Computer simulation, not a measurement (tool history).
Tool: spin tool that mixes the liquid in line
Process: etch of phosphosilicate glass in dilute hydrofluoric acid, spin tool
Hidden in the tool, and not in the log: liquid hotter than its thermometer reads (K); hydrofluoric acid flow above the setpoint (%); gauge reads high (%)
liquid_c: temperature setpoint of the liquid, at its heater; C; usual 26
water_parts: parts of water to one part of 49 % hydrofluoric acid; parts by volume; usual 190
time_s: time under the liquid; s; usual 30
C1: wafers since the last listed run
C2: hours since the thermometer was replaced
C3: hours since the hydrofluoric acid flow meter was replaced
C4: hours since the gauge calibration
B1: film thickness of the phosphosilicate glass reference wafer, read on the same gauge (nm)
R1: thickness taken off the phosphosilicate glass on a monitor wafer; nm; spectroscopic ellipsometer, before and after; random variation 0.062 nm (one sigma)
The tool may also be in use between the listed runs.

run 1 hour=0 | liquid_c=26 water_parts=240 time_s=30 | C1=0 C2=1658.9 C3=430 C4=313.4 | B1=139.99 | R1=15.74
run 2 hour=14.8 | liquid_c=26 water_parts=240 time_s=30 | C1=149 C2=1673.7 C3=444.8 C4=328.2 | B1=140.02 | R1=15.81
run 3 hour=50.4 | liquid_c=29 water_parts=190 time_s=30 | C1=358 C2=1709.3 C3=480.4 C4=363.8 | B1=140 | R1=23.38
run 4 hour=84.9 | liquid_c=26 water_parts=190 time_s=30 | C1=347 C2=1743.8 C3=514.9 C4=398.3 | B1=139.99 | R1=21.1
run 5 hour=105.2 | liquid_c=26 water_parts=190 time_s=30 | C1=204 C2=1764.1 C3=535.2 C4=418.6 | B1=139.99 | R1=21.19
run 6 hour=121.3 | liquid_c=26 water_parts=190 time_s=30 | C1=162 C2=1780.2 C3=551.3 C4=434.7 | B1=140.03 | R1=21.19
run 7 hour=142.8 | liquid_c=26 water_parts=190 time_s=30 | C1=216 C2=1801.7 C3=572.8 C4=456.2 | B1=140.01 | R1=21.14
-- hour=146.8 gauge calibrated
run 8 hour=160.8 | liquid_c=26 water_parts=190 time_s=30 | C1=181 C2=1819.7 C3=590.8 C4=14 | B1=139.99 | R1=21.24
run 9 hour=181.6 | liquid_c=26 water_parts=190 time_s=30 | C1=209 C2=1840.5 C3=611.6 C4=34.8 | B1=140.02 | R1=21.26
run 10 hour=285.8 | liquid_c=26 water_parts=190 time_s=30 | C1=1049 C2=1944.7 C3=715.8 C4=139 | B1=140 | R1=21.34
run 11 hour=311.9 | liquid_c=28 water_parts=190 time_s=30 | C1=262 C2=1970.8 C3=741.9 C4=165.1 | B1=139.99 | R1=22.95
run 12 hour=332.4 | liquid_c=28 water_parts=190 time_s=30 | C1=206 C2=1991.3 C3=762.4 C4=185.6 | B1=139.97 | R1=22.81
run 13 hour=360.8 | liquid_c=22.5 water_parts=190 time_s=30 | C1=286 C2=2019.7 C3=790.8 C4=214 | B1=140.04 | R1=18.88
run 14 hour=373.3 | liquid_c=22.5 water_parts=190 time_s=30 | C1=125 C2=2032.2 C3=803.3 C4=226.5 | B1=139.99 | R1=18.9
run 15 hour=386.2 | liquid_c=22.5 water_parts=190 time_s=30 | C1=129 C2=2045.1 C3=816.2 C4=239.4 | B1=139.99 | R1=18.84
run 16 hour=404.6 | liquid_c=26 water_parts=255 time_s=30 | C1=185 C2=2063.5 C3=834.6 C4=257.8 | B1=140.02 | R1=14.76
run 17 hour=420.6 | liquid_c=26 water_parts=190 time_s=30 | C1=161 C2=2079.5 C3=850.6 C4=273.8 | B1=139.97 | R1=21.45
run 18 hour=454.7 | liquid_c=26 water_parts=115 time_s=30 | C1=343 C2=2113.6 C3=884.7 C4=307.9 | B1=139.98 | R1=39.05
run 19 hour=467.2 | liquid_c=23.5 water_parts=215 time_s=45 | C1=125 C2=2126.1 C3=897.2 C4=320.4 | B1=140.04 | R1=25.15
run 20 hour=498.1 | liquid_c=26 water_parts=190 time_s=30 | C1=311 C2=2157 C3=928.1 C4=351.3 | B1=140 | R1=21.42
-- hour=522.3 hydrofluoric acid flow meter replaced
run 21 hour=527.1 | liquid_c=26 water_parts=190 time_s=30 | C1=282 C2=2186 C3=4.8 C4=380.3 | B1=140.01 | R1=21.55
run 22 hour=561.2 | liquid_c=26 water_parts=260 time_s=30 | C1=343 C2=2220.1 C3=38.9 C4=414.4 | B1=140.03 | R1=14.57
run 23 hour=596.8 | liquid_c=23 water_parts=190 time_s=50 | C1=358 C2=2255.7 C3=74.5 C4=450 | B1=140.02 | R1=32.28
run 24 hour=627.5 | liquid_c=29.5 water_parts=190 time_s=30 | C1=309 C2=2286.4 C3=105.2 C4=480.7 | B1=140.04 | R1=24.56
-- hour=661 thermometer replaced
-- hour=664.1 gauge calibrated
run 25 hour=669.4 | liquid_c=26 water_parts=190 time_s=25 | C1=411 C2=8.4 C3=147.1 C4=5.3 | B1=140.04 | R1=16.33
run 26 hour=681.8 | liquid_c=26 water_parts=225 time_s=30 | C1=124 C2=20.8 C3=159.5 C4=17.7 | B1=139.97 | R1=15.91
run 27 hour=693.9 | liquid_c=23 water_parts=190 time_s=15 | C1=121 C2=32.9 C3=171.6 C4=29.8 | B1=140.03 | R1=8.79
run 28 hour=713.5 | liquid_c=26 water_parts=190 time_s=40 | C1=197 C2=52.5 C3=191.2 C4=49.4 | B1=139.99 | R1=26.27
run 29 hour=734.9 | liquid_c=26 water_parts=190 time_s=30 | C1=215 C2=73.9 C3=212.6 C4=70.8 | B1=139.99 | R1=19.77
run 30 hour=812.7 | liquid_c=26 water_parts=190 time_s=30 | C1=783 C2=151.7 C3=290.4 C4=148.6 | B1=139.99 | R1=19.77
run 31 hour=825.8 | liquid_c=26 water_parts=190 time_s=30 | C1=131 C2=164.8 C3=303.5 C4=161.7 | B1=139.96 | R1=19.72
run 32 hour=858.8 | liquid_c=23.5 water_parts=280 time_s=30 | C1=332 C2=197.8 C3=336.5 C4=194.7 | B1=140.05 | R1=11.17

Some steps in R1 between neighbouring runs. How much of each would the tool show without its hidden state too (settings, what came in, random variation), and how much is left for the hidden state, with any gauge scatter that isn't in both results?
Run 17 -> 18: water_parts 190 -> 115. R1 +17.6 nm: hidden state +1.9, all else +15.7.
Run 22 -> 23: liquid_c 26 -> 23, water_parts 260 -> 190, time_s 30 -> 50. R1 +17.71 nm: hidden state +1.95, all else +15.76.
Run 24 -> 25: liquid_c 29.5 -> 26, time_s 30 -> 25, thermometer replaced, gauge calibrated. R1 -8.23 nm: hidden state -2.25, all else -5.98.
Run 27 -> 28: liquid_c 23 -> 26, time_s 15 -> 40. R1 +17.48 nm: hidden state +0.19, all else +17.29.
